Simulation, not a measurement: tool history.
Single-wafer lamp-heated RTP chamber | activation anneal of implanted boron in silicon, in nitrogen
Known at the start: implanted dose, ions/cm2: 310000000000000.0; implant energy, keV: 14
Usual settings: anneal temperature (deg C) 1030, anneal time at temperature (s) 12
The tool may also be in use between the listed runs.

run,day,anneal temperature (deg C),anneal time at temperature (s),"read-back reference wafer on the same gauge, sheet resistance",sheet resistance of the implanted and annealed layer (ohm/square)
1,0.000,1013,9,336.86,299.37
2,0.304,1030,12,336.87,297.49
3,0.821,1030,12,336.87,296.83
4,1.129,1030,12,336.71,296.09
5,1.812,1030,12,336.57,297.07
6,2.558,1030,12,336.42,296.70
7,2.950,1030,12,336.28,296.49
8,3.404,1030,12,336.08,295.91
9,4.017,1030,12,335.97,296.69
10,4.338,1030,12,335.92,295.72
11,5.029,1030,12,335.71,295.62
# day 5.767: pyrometer window cleaned and pyrometer calibrated
12,5.788,1030,12,335.48,296.01
13,6.250,1030,12,335.37,295.72
14,6.521,1030,12,335.17,295.75
15,6.821,1020,12,335.12,295.80
16,7.283,1020,12,335.07,296.38
17,7.783,1020,12,334.91,296.44
# day 8.221: gauge calibrated
18,8.375,1050,12,339.07,298.30
19,8.888,1011,8,338.99,302.19
20,9.300,1030,12,339.09,298.30
21,9.754,1030,12,339.03,298.71
22,10.271,1039,10,338.87,298.43
23,10.883,1011,9,339.02,302.54
24,11.529,1030,12,339.02,298.67
25,12.017,1055,12,338.88,297.33
26,12.562,1030,12,338.84,298.44
27,13.075,1018,19,338.70,298.71
28,13.733,1050,7,338.84,298.91
29,14.408,1030,12,338.71,299.29
# day 14.767: reflector plate cleaned
30,14.854,1040,8,338.82,299.22
31,15.596,1015,19,338.65,299.54
32,16.225,1018,5,338.50,301.03
33,16.575,1002,12,338.44,302.00
34,17.067,1047,19,338.56,296.72
35,17.792,1030,8,338.19,299.78
36,18.108,1012,16,338.29,299.54
37,18.583,1048,16,338.16,296.47

Forecast each of these 3 alternatives for the next run:
A,18.600,1019,12,?,?
B,18.600,1051,9,?,?
C,18.600,1012,12,?,?

run,"read-back reference wafer on the same gauge, sheet resistance",sheet resistance of the implanted and annealed layer (ohm/square)
A,338.08,299.37
B,338.08,297.72
C,338.08,300.37
Without the tool's hidden state the same runs would have given:
run,sheet resistance of the implanted and annealed layer (ohm/square)
A,300.10
B,298.43
C,301.10
